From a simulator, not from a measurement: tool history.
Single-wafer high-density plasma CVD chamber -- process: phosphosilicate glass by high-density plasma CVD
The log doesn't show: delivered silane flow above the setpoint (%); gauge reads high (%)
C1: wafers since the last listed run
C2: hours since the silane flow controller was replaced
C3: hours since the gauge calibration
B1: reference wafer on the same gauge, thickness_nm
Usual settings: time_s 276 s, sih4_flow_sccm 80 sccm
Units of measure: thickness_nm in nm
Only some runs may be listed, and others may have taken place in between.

run 1 day=0 | time_s=276 sih4_flow_sccm=84 | C1=0 C2=3659.8 C3=572.8 | B1=2269.573 | thickness_nm=2565.012
run 2 day=0.758 | time_s=276 sih4_flow_sccm=84 | C1=96 C2=3678 C3=591 | B1=2270.115 | thickness_nm=2566.932
run 3 day=1.479 | time_s=276 sih4_flow_sccm=80 | C1=91 C2=3695.3 C3=608.3 | B1=2269.643 | thickness_nm=2446.88
run 4 day=2.775 | time_s=276 sih4_flow_sccm=80 | C1=164 C2=3726.4 C3=639.4 | B1=2270.172 | thickness_nm=2453.499
-- day=3.608 gauge calibrated
run 5 day=4.238 | time_s=276 sih4_flow_sccm=80 | C1=185 C2=3761.5 C3=15.1 | B1=2269.98 | thickness_nm=2449.31
run 6 day=4.962 | time_s=276 sih4_flow_sccm=80 | C1=91 C2=3778.9 C3=32.5 | B1=2270.093 | thickness_nm=2452.521
run 7 day=5.562 | time_s=276 sih4_flow_sccm=80 | C1=76 C2=3793.3 C3=46.9 | B1=2270.152 | thickness_nm=2444.058
run 8 day=6.979 | time_s=276 sih4_flow_sccm=80 | C1=179 C2=3827.3 C3=80.9 | B1=2269.496 | thickness_nm=2444.968
run 9 day=8.421 | time_s=276 sih4_flow_sccm=80 | C1=182 C2=3861.9 C3=115.5 | B1=2270.303 | thickness_nm=2447.959
run 10 day=9.862 | time_s=276 sih4_flow_sccm=80 | C1=182 C2=3896.5 C3=150.1 | B1=2268.935 | thickness_nm=2456.894
run 11 day=10.625 | time_s=276 sih4_flow_sccm=80 | C1=96 C2=3914.8 C3=168.4 | B1=2270.067 | thickness_nm=2449.152
run 12 day=11.696 | time_s=276 sih4_flow_sccm=80 | C1=135 C2=3940.5 C3=194.1 | B1=2271.129 | thickness_nm=2457.894
run 13 day=12.221 | time_s=302 sih4_flow_sccm=80 | C1=66 C2=3953.1 C3=206.7 | B1=2268.896 | thickness_nm=2682.083
run 14 day=12.767 | time_s=302 sih4_flow_sccm=80 | C1=69 C2=3966.2 C3=219.8 | B1=2270.046 | thickness_nm=2675.967
run 15 day=13.283 | time_s=276 sih4_flow_sccm=80 | C1=65 C2=3978.6 C3=232.2 | B1=2267.749 | thickness_nm=2452.367
run 16 day=14.092 | time_s=276 sih4_flow_sccm=80 | C1=102 C2=3998 C3=251.6 | B1=2270.248 | thickness_nm=2453.439
run 17 day=14.738 | time_s=261 sih4_flow_sccm=80 | C1=81 C2=4013.5 C3=267.1 | B1=2268.639 | thickness_nm=2316.968
run 18 day=16.204 | time_s=276 sih4_flow_sccm=80 | C1=185 C2=4048.7 C3=302.3 | B1=2268.978 | thickness_nm=2453.839
-- day=19.525 silane flow controller replaced
run 19 day=19.717 | time_s=307 sih4_flow_sccm=92 | C1=402 C2=4.6 C3=386.6 | B1=2270.373 | thickness_nm=2943.906
run 20 day=20.608 | time_s=316 sih4_flow_sccm=86 | C1=112 C2=26 C3=408 | B1=2269.644 | thickness_nm=2831.016
run 21 day=21.642 | time_s=276 sih4_flow_sccm=80 | C1=130 C2=50.8 C3=432.8 | B1=2269.602 | thickness_nm=2303.755
run 22 day=22.933 | time_s=237 sih4_flow_sccm=86 | C1=163 C2=81.8 C3=463.8 | B1=2268.773 | thickness_nm=2127.484
run 23 day=24.175 | time_s=313 sih4_flow_sccm=80 | C1=157 C2=111.6 C3=493.6 | B1=2270.153 | thickness_nm=2612.984
run 24 day=24.992 | time_s=276 sih4_flow_sccm=87 | C1=103 C2=131.2 C3=513.2 | B1=2268.814 | thickness_nm=2515.764
run 25 day=26.308 | time_s=256 sih4_flow_sccm=70 | C1=166 C2=162.8 C3=544.8 | B1=2271.317 | thickness_nm=1878.408
-- day=26.854 gauge calibrated
run 26 day=27.483 | time_s=254 sih4_flow_sccm=92 | C1=148 C2=191 C3=15.1 | B1=2269.768 | thickness_nm=2453.123
run 27 day=28.238 | time_s=229 sih4_flow_sccm=71 | C1=95 C2=209.1 C3=33.2 | B1=2270.04 | thickness_nm=1708.508
run 28 day=28.8 | time_s=237 sih4_flow_sccm=86 | C1=71 C2=222.6 C3=46.7 | B1=2269.129 | thickness_nm=2140.046
run 29 day=30.5 | time_s=292 sih4_flow_sccm=89 | C1=215 C2=263.4 C3=87.5 | B1=2270.613 | thickness_nm=2736.576
run 30 day=31.396 | time_s=233 sih4_flow_sccm=76 | C1=113 C2=284.9 C3=109 | B1=2270.287 | thickness_nm=1867.276
run 31 day=32.4 | time_s=306 sih4_flow_sccm=68 | C1=127 C2=309 C3=133.1 | B1=2269.265 | thickness_nm=2191.513
run 32 day=33.583 | time_s=276 sih4_flow_sccm=80 | C1=149 C2=337.4 C3=161.5 | B1=2268.794 | thickness_nm=2334.289
run 33 day=34.112 | time_s=236 sih4_flow_sccm=73 | C1=67 C2=350.1 C3=174.2 | B1=2270.019 | thickness_nm=1819.91

Here are 5 independent what-if runs from the current tool condition. What would each one return?
run A day=34.133 | time_s=234 sih4_flow_sccm=80 | C1=2 C2=350.6 C3=174.7 | B1=? | thickness_nm=?
run B day=34.133 | time_s=257 sih4_flow_sccm=75 | C1=2 C2=350.6 C3=174.7 | B1=? | thickness_nm=?
run C day=34.133 | time_s=310 sih4_flow_sccm=80 | C1=2 C2=350.6 C3=174.7 | B1=? | thickness_nm=?
run D day=34.133 | time_s=231 sih4_flow_sccm=68 | C1=2 C2=350.6 C3=174.7 | B1=? | thickness_nm=?
run E day=34.133 | time_s=233 sih4_flow_sccm=80 | C1=2 C2=350.6 C3=174.7 | B1=? | thickness_nm=?

run=A B1=2270.775 thickness_nm=1980.461
run=B B1=2270.775 thickness_nm=2039.177
run=C B1=2270.775 thickness_nm=2623.688
run=D B1=2270.775 thickness_nm=1661.81
run=E B1=2270.775 thickness_nm=1971.998
Without the tool's hidden state the same runs would have given:
run=A thickness_nm=1961.773
run=B thickness_nm=2019.935
run=C thickness_nm=2598.93
run=D thickness_nm=1646.129
run=E thickness_nm=1953.39
